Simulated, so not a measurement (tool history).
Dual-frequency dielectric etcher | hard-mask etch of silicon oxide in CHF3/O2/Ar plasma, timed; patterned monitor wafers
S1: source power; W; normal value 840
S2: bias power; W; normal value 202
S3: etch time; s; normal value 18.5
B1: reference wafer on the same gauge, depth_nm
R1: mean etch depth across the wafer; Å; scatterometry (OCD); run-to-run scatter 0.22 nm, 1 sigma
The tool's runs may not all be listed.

run 1 hour=0 | S1=840 S2=166 S3=18.5 | B1=42.58 | R1=392.2
run 2 hour=51.8 | S1=840 S2=202 S3=18.5 | B1=42.59 | R1=422
-- hour=87.3 wet clean of the chamber
run 3 hour=122.6 | S1=840 S2=230 S3=18.5 | B1=42.58 | R1=434.6
run 4 hour=148.7 | S1=840 S2=230 S3=18.5 | B1=42.61 | R1=434.6
run 5 hour=191.2 | S1=840 S2=230 S3=18.5 | B1=42.55 | R1=431.7
run 6 hour=215.6 | S1=840 S2=202 S3=18.5 | B1=42.64 | R1=409.2
run 7 hour=280.4 | S1=840 S2=202 S3=18.5 | B1=42.64 | R1=412.4
-- hour=315.9 bias power generator calibrated
run 8 hour=323.4 | S1=840 S2=202 S3=18.5 | B1=42.62 | R1=417.7
run 9 hour=380.9 | S1=890 S2=240 S3=13.5 | B1=42.6 | R1=340.5
-- hour=384.3 gauge calibrated
-- hour=443.8 upper electrode replaced
run 10 hour=444.3 | S1=840 S2=237 S3=18.5 | B1=42.58 | R1=452.4
run 11 hour=481.2 | S1=840 S2=202 S3=18.5 | B1=42.6 | R1=424.5
-- hour=543.6 wet clean of the chamber
run 12 hour=544.1 | S1=900 S2=202 S3=20.5 | B1=42.63 | R1=471.9
run 13 hour=581.7 | S1=680 S2=239 S3=23.5 | B1=42.58 | R1=487.7
run 14 hour=647.9 | S1=750 S2=233 S3=21 | B1=42.6 | R1=463.3
run 15 hour=717.2 | S1=840 S2=202 S3=21.5 | B1=42.55 | R1=483
run 16 hour=754.1 | S1=920 S2=178 S3=14 | B1=42.62 | R1=317.7
run 17 hour=819.3 | S1=840 S2=202 S3=18.5 | B1=42.61 | R1=423.6
run 18 hour=876.5 | S1=840 S2=178 S3=18.5 | B1=42.61 | R1=405
run 19 hour=935.7 | S1=720 S2=202 S3=14.5 | B1=42.61 | R1=302.1
-- hour=1002.1 source power generator calibrated
-- hour=1002.4 wet clean of the chamber
run 20 hour=1117.6 | S1=990 S2=240 S3=22.5 | B1=42.54 | R1=586.1
run 21 hour=1143.2 | S1=720 S2=245 S3=17 | B1=42.64 | R1=375.4
run 22 hour=1199.1 | S1=840 S2=202 S3=18.5 | B1=42.61 | R1=414.9
run 23 hour=1239.6 | S1=840 S2=202 S3=22 | B1=42.59 | R1=495.8
run 24 hour=1277.1 | S1=720 S2=241 S3=18.5 | B1=42.6 | R1=414.8
run 25 hour=1345.8 | S1=1020 S2=160 S3=24 | B1=42.62 | R1=554.2
run 26 hour=1394.1 | S1=840 S2=202 S3=18.5 | B1=42.54 | R1=426.1
-- hour=1434.4 wet clean of the chamber
run 27 hour=1451.7 | S1=930 S2=153 S3=22.5 | B1=42.6 | R1=473.6
run 28 hour=1485.2 | S1=1020 S2=225 S3=15 | B1=42.58 | R1=385.1
run 29 hour=1537.3 | S1=1010 S2=239 S3=15 | B1=42.58 | R1=398.7

Here are 4 independent what-if runs from the current tool condition. What would each one return?
run A hour=1537.7 | S1=840 S2=187 S3=18.5 | B1=? | R1=?
run B hour=1537.7 | S1=1030 S2=202 S3=23 | B1=? | R1=?
run C hour=1537.7 | S1=840 S2=153 S3=15.5 | B1=? | R1=?
run D hour=1537.7 | S1=840 S2=238 S3=18.5 | B1=? | R1=?

run=A B1=42.6 R1=401.1
run=B B1=42.6 R1=573.7
run=C B1=42.6 R1=310.2
run=D B1=42.6 R1=442.1
Without the tool's unlogged condition, the same runs would have read:
run=A R1=394.6
run=B R1=564.4
run=C R1=305.1
run=D R1=434.9

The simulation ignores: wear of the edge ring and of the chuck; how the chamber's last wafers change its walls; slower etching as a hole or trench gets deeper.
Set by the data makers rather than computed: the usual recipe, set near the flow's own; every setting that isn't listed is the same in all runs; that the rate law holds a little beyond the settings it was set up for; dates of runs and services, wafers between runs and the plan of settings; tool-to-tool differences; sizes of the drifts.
